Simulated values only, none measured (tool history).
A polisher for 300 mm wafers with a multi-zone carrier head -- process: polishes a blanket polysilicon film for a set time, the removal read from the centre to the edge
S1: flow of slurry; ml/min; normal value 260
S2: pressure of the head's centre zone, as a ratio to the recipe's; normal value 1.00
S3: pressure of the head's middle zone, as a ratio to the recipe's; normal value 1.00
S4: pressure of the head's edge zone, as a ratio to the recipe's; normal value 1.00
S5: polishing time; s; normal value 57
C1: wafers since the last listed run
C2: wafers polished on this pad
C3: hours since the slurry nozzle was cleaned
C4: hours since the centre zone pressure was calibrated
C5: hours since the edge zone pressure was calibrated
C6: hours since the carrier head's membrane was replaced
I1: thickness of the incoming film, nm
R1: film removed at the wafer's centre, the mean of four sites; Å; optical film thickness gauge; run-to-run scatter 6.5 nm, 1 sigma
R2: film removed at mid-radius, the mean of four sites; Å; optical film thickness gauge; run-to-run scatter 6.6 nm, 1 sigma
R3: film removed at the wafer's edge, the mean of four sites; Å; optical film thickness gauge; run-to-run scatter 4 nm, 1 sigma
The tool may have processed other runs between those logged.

run 1 hour=0.0 | S1=305 S2=0.95 S3=1.00 S4=1.00 S5=57 | C1=0 C2=1838 C3=446.5 C4=762.9 C5=856.9 C6=921.7 | I1=1299.8 | R1=5049 R2=5407 R3=5239
run 2 hour=54.4 | S1=305 S2=0.95 S3=1.00 S4=1.00 S5=57 | C1=438 C2=2276 C3=500.9 C4=817.3 C5=911.3 C6=976.1 | I1=1281.8 | R1=4968 R2=5378 R3=5257
run 3 hour=134.2 | S1=305 S2=0.95 S3=1.00 S4=1.00 S5=57 | C1=642 C2=2919 C3=580.7 C4=897.1 C5=991.1 C6=1055.9 | I1=1280.1 | R1=5018 R2=5366 R3=5261
run 4 hour=234.2 | S1=320 S2=1.00 S3=0.93 S4=0.95 S5=47 | C1=805 C2=3724 C3=680.7 C4=997.1 C5=1091.1 C6=1155.9 | I1=1293.7 | R1=4217 R2=4178 R3=4259
-- hour=244.7 slurry nozzle cleaned
-- hour=275.6 centre zone pressure recalibrated
run 5 hour=278.7 | S1=260 S2=1.00 S3=1.00 S4=1.00 S5=57 | C1=334 C2=4058 C3=34.0 C4=3.1 C5=1135.6 C6=1200.4 | I1=1275.8 | R1=5374 R2=5500 R3=5296
-- hour=350.7 carrier head's membrane replaced by a new one
-- hour=360.6 worn pad replaced by a new one
run 6 hour=368.2 | S1=260 S2=1.00 S3=1.00 S4=1.00 S5=57 | C1=648 C2=60 C3=123.5 C4=92.6 C5=1225.1 C6=17.5 | I1=1290.0 | R1=5246 R2=5546 R3=5284
run 7 hour=459.6 | S1=260 S2=1.00 S3=1.00 S4=1.00 S5=57 | C1=735 C2=796 C3=214.9 C4=184.0 C5=1316.5 C6=108.9 | I1=1288.7 | R1=5304 R2=5351 R3=5328
-- hour=573.5 edge zone pressure recalibrated
run 8 hour=698.4 | S1=260 S2=1.03 S3=1.00 S4=1.10 S5=57 | C1=1906 C2=2703 C3=453.7 C4=422.8 C5=124.9 C6=347.7 | I1=1285.4 | R1=5257 R2=5322 R3=5477
-- hour=797.1 slurry nozzle cleaned
run 9 hour=800.9 | S1=260 S2=1.00 S3=1.00 S4=1.00 S5=57 | C1=817 C2=3521 C3=3.8 C4=525.3 C5=227.4 C6=450.2 | I1=1279.9 | R1=5499 R2=5618 R3=5370
-- hour=887.9 worn pad replaced by a new one
run 10 hour=899.3 | S1=260 S2=1.00 S3=1.00 S4=1.06 S5=57 | C1=760 C2=91 C3=102.2 C4=623.7 C5=325.8 C6=548.6 | I1=1282.3 | R1=5312 R2=5494 R3=5465
run 11 hour=988.0 | S1=260 S2=1.08 S3=1.00 S4=1.00 S5=57 | C1=714 C2=805 C3=190.9 C4=712.4 C5=414.5 C6=637.3 | I1=1295.5 | R1=5629 R2=5456 R3=5290
run 12 hour=1042.2 | S1=260 S2=1.00 S3=1.00 S4=1.00 S5=57 | C1=436 C2=1242 C3=245.1 C4=766.6 C5=468.7 C6=691.5 | I1=1281.0 | R1=5188 R2=5400 R3=5256
run 13 hour=1081.7 | S1=310 S2=1.00 S3=1.07 S4=1.00 S5=57 | C1=318 C2=1560 C3=284.6 C4=806.1 C5=508.2 C6=731.0 | I1=1285.2 | R1=5213 R2=5674 R3=5250
run 14 hour=1183.1 | S1=260 S2=1.03 S3=1.00 S4=1.10 S5=57 | C1=816 C2=2376 C3=386.0 C4=907.5 C5=609.6 C6=832.4 | I1=1266.0 | R1=5360 R2=5186 R3=5401
run 15 hour=1284.0 | S1=260 S2=0.92 S3=1.00 S4=1.00 S5=57 | C1=812 C2=3189 C3=486.9 C4=1008.4 C5=710.5 C6=933.3 | I1=1293.3 | R1=4708 R2=5148 R3=5236
-- hour=1338.1 centre zone pressure recalibrated
run 16 hour=1356.0 | S1=225 S2=1.05 S3=0.93 S4=1.00 S5=57 | C1=563 C2=3753 C3=558.9 C4=17.9 C5=782.5 C6=1005.3 | I1=1279.3 | R1=5218 R2=4835 R3=5100
run 17 hour=1404.8 | S1=335 S2=1.00 S3=1.00 S4=1.00 S5=44 | C1=392 C2=4146 C3=607.7 C4=66.7 C5=831.3 C6=1054.1 | I1=1282.4 | R1=4125 R2=4261 R3=4077
-- hour=1423.5 worn pad replaced by a new one
-- hour=1430.4 slurry nozzle cleaned
run 18 hour=1451.2 | S1=260 S2=1.00 S3=1.00 S4=1.00 S5=57 | C1=333 C2=215 C3=20.8 C4=113.1 C5=877.7 C6=1100.5 | I1=1260.5 | R1=5498 R2=5624 R3=5381
run 19 hour=1490.0 | S1=195 S2=1.00 S3=1.00 S4=1.00 S5=71 | C1=312 C2=527 C3=59.6 C4=151.9 C5=916.5 C6=1139.3 | I1=1293.6 | R1=6355 R2=6509 R3=6497
run 20 hour=1566.0 | S1=335 S2=1.00 S3=1.00 S4=1.00 S5=44 | C1=611 C2=1139 C3=135.6 C4=227.9 C5=992.5 C6=1215.3 | I1=1285.6 | R1=4140 R2=4349 R3=4160
run 21 hour=1642.2 | S1=235 S2=1.06 S3=1.00 S4=1.00 S5=57 | C1=613 C2=1753 C3=211.8 C4=304.1 C5=1068.7 C6=1291.5 | I1=1273.8 | R1=5421 R2=5430 R3=5172
run 22 hour=1745.4 | S1=260 S2=1.00 S3=1.00 S4=1.00 S5=45 | C1=830 C2=2584 C3=315.0 C4=407.3 C5=1171.9 C6=1394.7 | I1=1297.2 | R1=4002 R2=4171 R3=4130
-- hour=1794.5 edge zone pressure recalibrated
run 23 hour=1822.7 | S1=260 S2=1.00 S3=1.00 S4=0.94 S5=57 | C1=606 C2=3190 C3=392.3 C4=484.6 C5=28.2 C6=1472.0 | I1=1272.3 | R1=5138 R2=5392 R3=5047

Hidden state at the last listed run before each entry between runs and at the first one after, where it differs:
Logged between run 4 and run 5: slurry nozzle cleaned (hour 244.7); centre zone pressure recalibrated (hour 275.6)
  slurry flow missing at the pad, %: 41.8 -> 8.06
  what was measured, less what the result would be without the hidden state, R1: -225 -> -46 Å; R2: -201 -> -42 Å; R3: -153 -> -31 Å
Logged between run 5 and run 6: carrier head's membrane replaced by a new one (hour 350.7); worn pad replaced by a new one (hour 360.6)
  slurry flow missing at the pad, %: 8.06 -> 20.6
  what was measured, less what the result would be without the hidden state, R1: -46 -> -129 Å; R2: -42 -> -122 Å; R3: -31 -> -87 Å
Logged between run 7 and run 8: edge zone pressure recalibrated (hour 573.5)
  slurry flow missing at the pad, %: 28.9 -> 39.1
  what was measured, less what the result would be without the hidden state, R1: -199 -> -302 Å; R2: -181 -> -274 Å; R3: -134 -> -208 Å
Logged between run 8 and run 9: slurry nozzle cleaned (hour 797.1)
  slurry flow missing at the pad, %: 39.1 -> 3
  what was measured, less what the result would be without the hidden state, R1: -302 -> -17 Å; R2: -274 -> -15 Å; R3: -208 -> -11 Å
Logged between run 9 and run 10: worn pad replaced by a new one (hour 887.9)
  slurry flow missing at the pad, %: 3 -> 18.7
  what was measured, less what the result would be without the hidden state, R1: -17 -> -116 Å; R2: -15 -> -107 Å; R3: -11 -> -80 Å
Logged between run 15 and run 16: centre zone pressure recalibrated (hour 1338.1)
  slurry flow missing at the pad, %: 40.3 -> 41.5
  what was measured, less what the result would be without the hidden state, R1: -283 -> -369 Å; R2: -278 -> -305 Å; R3: -208 -> -235 Å
Logged between run 17 and run 18: worn pad replaced by a new one (hour 1423.5); slurry nozzle cleaned (hour 1430.4)
  slurry flow missing at the pad, %: 42.1 -> 6.97
  what was measured, less what the result would be without the hidden state, R1: -214 -> -40 Å; R2: -200 -> -37 Å; R3: -143 -> -27 Å
Logged between run 22 and run 23: edge zone pressure recalibrated (hour 1794.5)
  slurry flow missing at the pad, %: 35.9 -> 38.7
  what was measured, less what the result would be without the hidden state, R1: -202 -> -291 Å; R2: -189 -> -274 Å; R3: -139 -> -189 Å
